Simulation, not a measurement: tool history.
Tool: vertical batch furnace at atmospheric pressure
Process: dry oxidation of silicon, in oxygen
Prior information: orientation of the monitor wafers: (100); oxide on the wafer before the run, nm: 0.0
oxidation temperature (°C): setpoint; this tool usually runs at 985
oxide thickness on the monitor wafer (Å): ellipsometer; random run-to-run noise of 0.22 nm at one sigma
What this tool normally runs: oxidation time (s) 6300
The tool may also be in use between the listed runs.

run	hour	oxidation temperature (°C)	oxidation time (s)	wafers since the last listed run	hours since the last temperature calibration	hours since the boat lift was adjusted	hours since the gauge calibration	read-back reference wafer on the same gauge, thickness	oxide thickness on the monitor wafer (Å)
1	0	985	6300	0	2161.2	1029	99.3	66.53	563.4
2	60.3	985	6300	539	2221.5	1089.3	159.6	66.47	563
3	95.4	985	6300	314	2256.6	1124.4	194.7	66.48	565.8
4	125.5	985	6300	269	2286.7	1154.5	224.8	66.59	564.3
5	154.6	985	6300	260	2315.8	1183.6	253.9	66.52	563.8
6	184	985	7980	263	2345.2	1213	283.3	66.51	663.4
7	232.2	985	8310	431	2393.4	1261.2	331.5	66.57	686.3
8	298.5	985	8310	593	2459.7	1327.5	397.8	66.5	682.2
9	350.7	985	8310	467	2511.9	1379.7	450	66.34	686.8
10	476.1	966	6300	1122	2637.3	1505.1	575.4	66.62	485.4
11	558.2	966	6300	734	2719.4	1587.2	657.5	66.39	482.1
# hour 640.4: boat lift adjusted
12	640.9	966	6300	525	2802.1	0.5	740.2	66.43	485.5
13	683.5	985	6300	381	2844.7	43.1	782.8	66.49	564.8
14	727.6	985	6300	394	2888.8	87.2	826.9	66.44	562
15	773.4	985	6300	409	2934.6	133	872.7	66.53	563.1
16	840.7	985	6300	602	3001.9	200.3	940	66.53	566.8
17	892.7	973	6300	465	3053.9	252.3	992	66.46	508.9
# hour 921.1: thermocouples replaced and temperature profile calibrated
18	950.1	985	3720	298	29	309.7	1049.4	66.5	391.1
# hour 1019: gauge calibrated
19	1020.8	966	5190	632	99.7	380.4	1.8	66.46	422.2

What will run 20 give?
20	1065.9	999	7380	403	144.8	425.5	46.9	?	?

{"run 20": {"read-back reference wafer on the same gauge, thickness": 66.44, "oxide thickness on the monitor wafer (Å)": 718.8}}
Minus the tool's unlogged condition, the same run would have read oxide thickness on the monitor wafer (Å) 718.8.

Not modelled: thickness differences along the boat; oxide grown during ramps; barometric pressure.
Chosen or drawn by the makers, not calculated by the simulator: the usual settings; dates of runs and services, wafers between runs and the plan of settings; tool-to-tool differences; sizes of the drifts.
